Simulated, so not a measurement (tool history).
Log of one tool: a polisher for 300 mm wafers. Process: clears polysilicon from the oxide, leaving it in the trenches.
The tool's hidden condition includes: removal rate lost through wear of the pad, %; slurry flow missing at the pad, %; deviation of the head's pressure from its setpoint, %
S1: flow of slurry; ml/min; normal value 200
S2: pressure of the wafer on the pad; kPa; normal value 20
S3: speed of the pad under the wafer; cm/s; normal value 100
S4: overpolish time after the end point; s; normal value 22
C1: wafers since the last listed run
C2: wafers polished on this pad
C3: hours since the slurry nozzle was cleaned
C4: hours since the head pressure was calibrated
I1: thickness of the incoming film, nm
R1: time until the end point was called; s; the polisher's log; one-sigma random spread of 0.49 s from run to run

| run | hour | S1 | S2 | S3 | S4 | C1 | C2 | C3 | C4 | I1 | R1 |
|---|---|---|---|---|---|---|---|---|---|---|---|
| 1 | 0 | 200 | 20 | 100 | 22 | 0 | 171 | 218 | 217.5 | 749.8 | 54.7 |
| 2 | 48.8 | 200 | 20 | 100 | 22 | 414 | 585 | 266.8 | 266.3 | 749 | 56.2 |
| 3 | 58.3 | 200 | 20 | 100 | 22 | 80 | 666 | 276.3 | 275.8 | 754.4 | 58.2 |
| 4 | 73.7 | 155 | 20 | 78 | 22 | 130 | 797 | 291.7 | 291.2 | 730.4 | 73.7 |
| 5 | 85 | 220 | 15.9 | 100 | 22 | 95 | 893 | 303 | 302.5 | 743.3 | 67.7 |
| 6 | 93.8 | 220 | 15.9 | 100 | 22 | 74 | 968 | 311.8 | 311.3 | 740 | 68.4 |
| 7 | 99.9 | 220 | 15.9 | 100 | 22 | 51 | 1020 | 317.9 | 317.4 | 726.7 | 67.3 |
| 8 | 116.1 | 200 | 20 | 128 | 22 | 137 | 1157 | 334.1 | 333.6 | 729.4 | 49.5 |
| 9 | 125.5 | 200 | 20 | 128 | 22 | 79 | 1237 | 343.5 | 343 | 741.4 | 51.6 |
|  | 135.8 | slurry nozzle cleaned |
|  | 140.6 | worn pad replaced by a new one |
| 10 | 143 | 200 | 20 | 128 | 22 | 106 | 20 | 7.2 | 360.5 | 747.4 | 43.5 |
|  | 158.4 | head pressure recalibrated |
| 11 | 160.9 | 200 | 20 | 100 | 22 | 135 | 155 | 25.1 | 2.5 | 738.6 | 52.8 |
| 12 | 175.8 | 200 | 20 | 100 | 22 | 126 | 281 | 40 | 17.4 | 748.1 | 52.6 |
| 13 | 187.5 | 260 | 20 | 100 | 22 | 99 | 381 | 51.7 | 29.1 | 724.1 | 50.8 |
| 14 | 206.1 | 200 | 25.5 | 100 | 22 | 158 | 539 | 70.3 | 47.7 | 739.9 | 45.9 |
| 15 | 223.3 | 200 | 22.8 | 100 | 22 | 146 | 685 | 87.5 | 64.9 | 744.6 | 50.1 |
| 16 | 248.8 | 200 | 15.2 | 100 | 17 | 216 | 901 | 113 | 90.4 | 747.9 | 68.1 |
| 17 | 291.1 | 250 | 23.4 | 100 | 27 | 359 | 1261 | 155.3 | 132.7 | 741.6 | 51.4 |
|  | 301.2 | worn pad replaced by a new one |
| 18 | 308 | 200 | 20 | 100 | 22 | 109 | 57 | 172.2 | 149.6 | 735.2 | 53.8 |
| 19 | 319.7 | 230 | 20 | 100 | 19 | 99 | 157 | 183.9 | 161.3 | 738.6 | 52.6 |
| 20 | 326.1 | 270 | 17.9 | 122 | 30 | 54 | 211 | 190.3 | 167.7 | 728.5 | 46.9 |
| 21 | 343.9 | 200 | 20 | 100 | 29 | 151 | 362 | 208.1 | 185.5 | 745.6 | 55.8 |
| 22 | 361.1 | 260 | 17.2 | 126 | 26 | 146 | 509 | 225.3 | 202.7 | 737.7 | 48.2 |
| 23 | 374.9 | 200 | 20 | 100 | 22 | 117 | 626 | 239.1 | 216.5 | 756.1 | 57.3 |
| 24 | 383.2 | 200 | 20 | 128 | 22 | 70 | 696 | 247.4 | 224.8 | 750.5 | 46.5 |

What if the next run were any one of these 3? Each begins from the tool's condition after run 24:
| A | 383.7 | 200 | 20 | 114 | 22 | 4 | 701 | 247.9 | 225.3 | 736.6 | ? |
| B | 383.7 | 200 | 20 | 66 | 22 | 4 | 701 | 247.9 | 225.3 | 736.6 | ? |
| C | 383.7 | 200 | 15.9 | 100 | 17 | 4 | 701 | 247.9 | 225.3 | 736.6 | ? |

| run | R1 |
|---|---|
| A | 51 |
| B | 79.8 |
| C | 65.9 |
With no hidden state in the tool, these same runs would have given:
| run | R1 |
|---|---|
| A | 46.6 |
| B | 73 |
| C | 60.2 |
